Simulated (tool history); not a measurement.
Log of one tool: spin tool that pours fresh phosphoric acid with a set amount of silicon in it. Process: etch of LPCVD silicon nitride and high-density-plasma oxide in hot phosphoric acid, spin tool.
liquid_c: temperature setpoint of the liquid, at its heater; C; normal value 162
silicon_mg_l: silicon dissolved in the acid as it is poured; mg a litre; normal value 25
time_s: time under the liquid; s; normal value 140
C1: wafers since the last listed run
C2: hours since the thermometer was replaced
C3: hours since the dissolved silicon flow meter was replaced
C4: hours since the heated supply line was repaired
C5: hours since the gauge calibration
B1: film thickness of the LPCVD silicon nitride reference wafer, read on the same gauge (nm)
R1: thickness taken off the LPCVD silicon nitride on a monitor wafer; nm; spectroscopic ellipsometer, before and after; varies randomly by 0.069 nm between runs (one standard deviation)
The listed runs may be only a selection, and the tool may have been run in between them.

{"run": 1, "hour": 0.0, "liquid_c": 162, "silicon_mg_l": 25, "time_s": 140, "C1": 0, "C2": 434.9, "C3": 1502.8, "C4": 2162, "C5": 841.6, "B1": 110.03, "R1": 13.55}
{"run": 2, "hour": 103.5, "liquid_c": 162, "silicon_mg_l": 25, "time_s": 140, "C1": 737, "C2": 538.4, "C3": 1606.3, "C4": 2265.5, "C5": 945.1, "B1": 110.01, "R1": 13.61}
{"run": 3, "hour": 140.2, "liquid_c": 164, "silicon_mg_l": 42, "time_s": 190, "C1": 261, "C2": 575.1, "C3": 1643, "C4": 2302.2, "C5": 981.8, "B1": 110.01, "R1": 19.73}
{"run": 4, "hour": 237.1, "liquid_c": 164, "silicon_mg_l": 37.5, "time_s": 165, "C1": 690, "C2": 672, "C3": 1739.9, "C4": 2399.1, "C5": 1078.7, "B1": 110.01, "R1": 17.15}
{"hour": 275.5, "done": "heated supply line repaired"}
{"run": 5, "hour": 326.2, "liquid_c": 162, "silicon_mg_l": 31.5, "time_s": 70, "C1": 628, "C2": 761.1, "C3": 1829, "C4": 50.7, "C5": 1167.8, "B1": 110.02, "R1": 6.74}
{"hour": 341.1, "done": "dissolved silicon flow meter replaced"}
{"hour": 351.3, "done": "thermometer replaced"}
{"run": 6, "hour": 430.9, "liquid_c": 160, "silicon_mg_l": 40, "time_s": 110, "C1": 732, "C2": 79.6, "C3": 89.8, "C4": 155.4, "C5": 1272.5, "B1": 109.99, "R1": 9.93}
{"run": 7, "hour": 525.7, "liquid_c": 162, "silicon_mg_l": 25, "time_s": 70, "C1": 675, "C2": 174.4, "C3": 184.6, "C4": 250.2, "C5": 1367.3, "B1": 110.02, "R1": 6.78}
{"run": 8, "hour": 580.5, "liquid_c": 162, "silicon_mg_l": 25, "time_s": 140, "C1": 390, "C2": 229.2, "C3": 239.4, "C4": 305, "C5": 1422.1, "B1": 110, "R1": 13.63}
{"run": 9, "hour": 629.2, "liquid_c": 163.5, "silicon_mg_l": 25, "time_s": 140, "C1": 347, "C2": 277.9, "C3": 288.1, "C4": 353.7, "C5": 1470.8, "B1": 110, "R1": 14.28}
{"run": 10, "hour": 793.3, "liquid_c": 162, "silicon_mg_l": 25, "time_s": 95, "C1": 1169, "C2": 442, "C3": 452.2, "C4": 517.8, "C5": 1634.9, "B1": 110, "R1": 9.23}
{"run": 11, "hour": 840.5, "liquid_c": 159.5, "silicon_mg_l": 43, "time_s": 140, "C1": 336, "C2": 489.2, "C3": 499.4, "C4": 565, "C5": 1682.1, "B1": 110.03, "R1": 12.53}
{"hour": 868.0, "done": "gauge calibrated"}
{"run": 12, "hour": 931.0, "liquid_c": 162, "silicon_mg_l": 25, "time_s": 140, "C1": 645, "C2": 579.7, "C3": 589.9, "C4": 655.5, "C5": 63, "B1": 110.01, "R1": 13.52}
{"run": 13, "hour": 1011.5, "liquid_c": 162, "silicon_mg_l": 25, "time_s": 140, "C1": 573, "C2": 660.2, "C3": 670.4, "C4": 736, "C5": 143.5, "B1": 110.01, "R1": 13.58}
{"run": 14, "hour": 1111.6, "liquid_c": 162, "silicon_mg_l": 8.5, "time_s": 60, "C1": 713, "C2": 760.3, "C3": 770.5, "C4": 836.1, "C5": 243.6, "B1": 110.02, "R1": 5.77}
{"run": 15, "hour": 1180.3, "liquid_c": 162, "silicon_mg_l": 25, "time_s": 140, "C1": 489, "C2": 829, "C3": 839.2, "C4": 904.8, "C5": 312.3, "B1": 110.02, "R1": 13.68}
{"run": 16, "hour": 1231.0, "liquid_c": 160, "silicon_mg_l": 11.5, "time_s": 140, "C1": 361, "C2": 879.7, "C3": 889.9, "C4": 955.5, "C5": 363, "B1": 110, "R1": 12.68}
{"hour": 1323.4, "done": "thermometer replaced"}
{"run": 17, "hour": 1514.1, "liquid_c": 162, "silicon_mg_l": 19.5, "time_s": 140, "C1": 2011, "C2": 190.7, "C3": 1173, "C4": 1238.6, "C5": 646.1, "B1": 109.96, "R1": 13.53}
{"run": 18, "hour": 1560.7, "liquid_c": 162, "silicon_mg_l": 32.5, "time_s": 140, "C1": 332, "C2": 237.3, "C3": 1219.6, "C4": 1285.2, "C5": 692.7, "B1": 110.01, "R1": 13.55}
{"run": 19, "hour": 1610.9, "liquid_c": 162, "silicon_mg_l": 25, "time_s": 140, "C1": 357, "C2": 287.5, "C3": 1269.8, "C4": 1335.4, "C5": 742.9, "B1": 109.95, "R1": 13.55}
{"run": 20, "hour": 1648.8, "liquid_c": 160, "silicon_mg_l": 41, "time_s": 140, "C1": 270, "C2": 325.4, "C3": 1307.7, "C4": 1373.3, "C5": 780.8, "B1": 110, "R1": 12.71}
{"run": 21, "hour": 1718.7, "liquid_c": 162, "silicon_mg_l": 25, "time_s": 140, "C1": 498, "C2": 395.3, "C3": 1377.6, "C4": 1443.2, "C5": 850.7, "B1": 110.01, "R1": 13.51}

Hidden condition of the tool, last listed run before each entry between runs versus first listed run after:
After run 4, before run 5: heated supply line repaired (hour 275.5)
  the hidden state is the same at both runs
After run 5, before run 6: dissolved silicon flow meter replaced (hour 341.1); thermometer replaced (hour 351.3)
  the hidden state is the same at both runs
After run 11, before run 12: gauge calibrated (hour 868)
  the hidden state is the same at both runs
After run 16, before run 17: thermometer replaced (hour 1323.4)
  the hidden state is the same at both runs
